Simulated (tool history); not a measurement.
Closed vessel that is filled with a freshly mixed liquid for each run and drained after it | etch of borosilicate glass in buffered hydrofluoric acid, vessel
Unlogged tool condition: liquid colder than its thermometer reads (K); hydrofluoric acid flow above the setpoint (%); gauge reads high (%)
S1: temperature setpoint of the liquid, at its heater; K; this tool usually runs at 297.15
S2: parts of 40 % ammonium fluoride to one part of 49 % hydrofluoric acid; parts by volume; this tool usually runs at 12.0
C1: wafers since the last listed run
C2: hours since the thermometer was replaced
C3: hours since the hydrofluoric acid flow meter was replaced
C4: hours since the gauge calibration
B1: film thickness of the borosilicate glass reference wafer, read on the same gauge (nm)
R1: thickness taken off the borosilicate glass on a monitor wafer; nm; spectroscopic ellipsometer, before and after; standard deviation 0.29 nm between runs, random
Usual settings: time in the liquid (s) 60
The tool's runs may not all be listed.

run 1 hour=0.0 | S1=299.65 S2=12.0 time_in_the_liquid_(s)=60 | C1=0 C2=935.6 C3=1277.8 C4=264.9 | B1=49.62 | R1=74.90
run 2 hour=19.1 | S1=297.15 S2=13.0 time_in_the_liquid_(s)=50 | C1=2243 C2=954.7 C3=1296.9 C4=284.0 | B1=49.59 | R1=50.59
run 3 hour=40.8 | S1=297.15 S2=12.0 time_in_the_liquid_(s)=50 | C1=2549 C2=976.4 C3=1318.6 C4=305.7 | B1=49.54 | R1=54.36
run 4 hour=62.2 | S1=297.15 S2=12.0 time_in_the_liquid_(s)=50 | C1=2513 C2=997.8 C3=1340.0 C4=327.1 | B1=49.46 | R1=54.46
run 5 hour=91.6 | S1=297.15 S2=12.0 time_in_the_liquid_(s)=65 | C1=3453 C2=1027.2 C3=1369.4 C4=356.5 | B1=49.36 | R1=70.31
run 6 hour=108.0 | S1=297.15 S2=12.0 time_in_the_liquid_(s)=60 | C1=1926 C2=1043.6 C3=1385.8 C4=372.9 | B1=49.28 | R1=65.14
-- hour=147.8 gauge calibrated
run 7 hour=178.3 | S1=297.15 S2=12.0 time_in_the_liquid_(s)=60 | C1=8257 C2=1113.9 C3=1456.1 C4=30.5 | B1=50.11 | R1=65.67
run 8 hour=196.7 | S1=297.15 S2=12.0 time_in_the_liquid_(s)=45 | C1=2161 C2=1132.3 C3=1474.5 C4=48.9 | B1=50.09 | R1=49.98
run 9 hour=215.0 | S1=298.15 S2=15.0 time_in_the_liquid_(s)=60 | C1=2149 C2=1150.6 C3=1492.8 C4=67.2 | B1=50.10 | R1=55.75
run 10 hour=249.5 | S1=298.15 S2=15.0 time_in_the_liquid_(s)=60 | C1=4052 C2=1185.1 C3=1527.3 C4=101.7 | B1=50.09 | R1=56.04
run 11 hour=266.2 | S1=298.15 S2=15.0 time_in_the_liquid_(s)=60 | C1=1961 C2=1201.8 C3=1544.0 C4=118.4 | B1=50.05 | R1=56.30
run 12 hour=356.3 | S1=297.15 S2=12.0 time_in_the_liquid_(s)=60 | C1=10583 C2=1291.9 C3=1634.1 C4=208.5 | B1=49.91 | R1=66.44
run 13 hour=390.4 | S1=297.15 S2=12.0 time_in_the_liquid_(s)=60 | C1=4005 C2=1326.0 C3=1668.2 C4=242.6 | B1=49.84 | R1=65.73
run 14 hour=412.2 | S1=297.15 S2=12.0 time_in_the_liquid_(s)=60 | C1=2560 C2=1347.8 C3=1690.0 C4=264.4 | B1=49.76 | R1=65.36
run 15 hour=444.6 | S1=297.15 S2=12.0 time_in_the_liquid_(s)=85 | C1=3805 C2=1380.2 C3=1722.4 C4=296.8 | B1=49.66 | R1=93.34
run 16 hour=467.6 | S1=297.15 S2=12.0 time_in_the_liquid_(s)=60 | C1=2701 C2=1403.2 C3=1745.4 C4=319.8 | B1=49.61 | R1=65.47
run 17 hour=491.4 | S1=295.15 S2=12.0 time_in_the_liquid_(s)=60 | C1=2795 C2=1427.0 C3=1769.2 C4=343.6 | B1=49.54 | R1=58.76
-- hour=508.4 gauge calibrated
run 18 hour=509.3 | S1=297.15 S2=13.5 time_in_the_liquid_(s)=30 | C1=2102 C2=1444.9 C3=1787.1 C4=0.9 | B1=50.00 | R1=29.21
run 19 hour=533.1 | S1=297.15 S2=12.0 time_in_the_liquid_(s)=60 | C1=2795 C2=1468.7 C3=1810.9 C4=24.7 | B1=50.00 | R1=66.16
-- hour=534.2 hydrofluoric acid flow meter replaced
run 20 hour=565.9 | S1=294.65 S2=14.5 time_in_the_liquid_(s)=80 | C1=3735 C2=1501.5 C3=31.7 C4=57.5 | B1=49.96 | R1=63.33
run 21 hour=589.4 | S1=297.15 S2=12.0 time_in_the_liquid_(s)=60 | C1=2760 C2=1525.0 C3=55.2 C4=81.0 | B1=49.95 | R1=65.88
-- hour=602.3 thermometer replaced
run 22 hour=624.2 | S1=297.15 S2=12.0 time_in_the_liquid_(s)=40 | C1=3970 C2=21.9 C3=90.0 C4=115.8 | B1=49.91 | R1=43.55
run 23 hour=647.0 | S1=297.15 S2=12.0 time_in_the_liquid_(s)=95 | C1=2678 C2=44.7 C3=112.8 C4=138.6 | B1=49.87 | R1=103.80
run 24 hour=669.7 | S1=297.15 S2=9.0 time_in_the_liquid_(s)=60 | C1=2666 C2=67.4 C3=135.5 C4=161.3 | B1=49.83 | R1=84.98
run 25 hour=687.1 | S1=297.15 S2=12.0 time_in_the_liquid_(s)=90 | C1=2043 C2=84.8 C3=152.9 C4=178.7 | B1=49.83 | R1=98.59
run 26 hour=704.6 | S1=297.15 S2=16.5 time_in_the_liquid_(s)=60 | C1=2055 C2=102.3 C3=170.4 C4=196.2 | B1=49.78 | R1=47.92
run 27 hour=731.5 | S1=297.15 S2=12.0 time_in_the_liquid_(s)=60 | C1=3159 C2=129.2 C3=197.3 C4=223.1 | B1=49.71 | R1=66.02
run 28 hour=767.5 | S1=297.15 S2=12.0 time_in_the_liquid_(s)=60 | C1=4228 C2=165.2 C3=233.3 C4=259.1 | B1=49.64 | R1=65.70

Entry by entry between the runs, the difference in hidden state between the last listed run before and the first listed run after:
Logged between run 6 and run 7: gauge calibrated (hour 147.8)
  gauge reads high (%): -1.42 -> 0.214
  measured minus no-state result, R1: -0.93 -> +0.14 nm
Logged between run 17 and run 18: gauge calibrated (hour 508.4)
  gauge reads high (%): -0.976 -> -0.0492
  measured minus no-state result, R1: -0.58 -> -0.01 nm
Logged between run 19 and run 20: hydrofluoric acid flow meter replaced (hour 534.2)
  gauge reads high (%): -0.0554 -> -0.0828
  measured minus no-state result, R1: -0.04 -> -0.06 nm
Logged between run 21 and run 22: thermometer replaced (hour 602.3)
  gauge reads high (%): -0.116 -> -0.185
  measured minus no-state result, R1: -0.08 -> -0.09 nm

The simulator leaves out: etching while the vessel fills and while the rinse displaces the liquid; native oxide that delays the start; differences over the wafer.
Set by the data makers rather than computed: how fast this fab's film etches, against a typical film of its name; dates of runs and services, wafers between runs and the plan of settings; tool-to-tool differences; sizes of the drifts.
